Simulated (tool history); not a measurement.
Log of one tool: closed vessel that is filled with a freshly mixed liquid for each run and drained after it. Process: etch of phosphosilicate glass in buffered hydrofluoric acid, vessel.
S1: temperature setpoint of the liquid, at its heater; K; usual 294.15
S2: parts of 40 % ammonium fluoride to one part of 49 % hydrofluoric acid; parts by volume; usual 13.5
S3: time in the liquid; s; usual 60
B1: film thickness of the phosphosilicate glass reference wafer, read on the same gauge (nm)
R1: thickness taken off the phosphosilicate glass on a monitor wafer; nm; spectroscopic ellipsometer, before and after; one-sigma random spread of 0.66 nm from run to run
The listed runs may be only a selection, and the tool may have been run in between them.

Run 1, hour 0.0: usual settings; B1 59.99. Result: R1 179.48 nm.
Run 2, hour 11.9: usual settings; B1 60.00. Result: R1 180.13 nm.
Run 3, hour 29.0: usual settings; B1 60.00. Result: R1 180.13 nm.
Run 4, hour 38.2: usual settings; B1 60.03. Result: R1 178.51 nm.
Run 5, hour 45.1: usual settings; B1 60.00. Result: R1 180.40 nm.
Run 6, hour 60.9: usual settings; B1 59.99. Result: R1 179.89 nm.
Run 7, hour 70.3: usual settings; B1 60.03. Result: R1 179.74 nm.
Run 8, hour 84.0: usual settings; B1 60.00. Result: R1 180.23 nm.
At hour 92.2: gauge calibrated.
Run 9, hour 99.1: usual settings but S3 45 s; B1 60.01. Result: R1 135.82 nm.
Run 10, hour 113.4: usual settings but S3 30 s; B1 59.98. Result: R1 90.21 nm.
At hour 124.8: thermometer replaced.
At hour 125.3: hydrofluoric acid flow meter replaced.
Run 11, hour 125.8: usual settings but S1 290.15 K; B1 59.99. Result: R1 158.37 nm.
Run 12, hour 141.6: usual settings; B1 60.02. Result: R1 198.74 nm.
Run 13, hour 157.3: usual settings but S2 16.5 parts by volume, S3 50 s; B1 59.99. Result: R1 135.47 nm.
At hour 161.3: thermometer replaced, repeated, since the last time left the tool worse.
Run 14, hour 164.8: usual settings but S1 292.15 K, S2 11.5 parts by volume, S3 40 s; B1 60.00. Result: R1 117.60 nm.
Run 15, hour 178.2: usual settings but S1 298.15 K, S2 11.0 parts by volume, S3 30 s; B1 60.02. Result: R1 127.76 nm.
Run 16, hour 190.8: usual settings but S1 292.65 K, S3 50 s; B1 59.98. Result: R1 128.38 nm.
Run 17, hour 197.6: usual settings; B1 60.00. Result: R1 168.12 nm.

4 options for the next run, each taken on its own from the tool as it stands now. Forecast them:
Run A, hour 198.3: usual settings but S1 298.15 K; B1 ?. Result: R1 ?.
Run B, hour 198.3: usual settings but S1 298.15 K, S2 16.0 parts by volume, S3 85 s; B1 ?. Result: R1 ?.
Run C, hour 198.3: usual settings but S1 298.65 K, S3 30 s; B1 ?. Result: R1 ?.
Run D, hour 198.3: usual settings but S1 290.15 K, S3 45 s; B1 ?. Result: R1 ?.

run     B1      R1
  A  60.02  209.54
  B  60.02  251.24
  C  60.02  107.64
  D  60.02  100.73
Stripped of hidden state, with their random variation kept, the same runs would have yielded:
run      R1
  A  206.72
  B  247.86
  C  106.20
  D   99.30
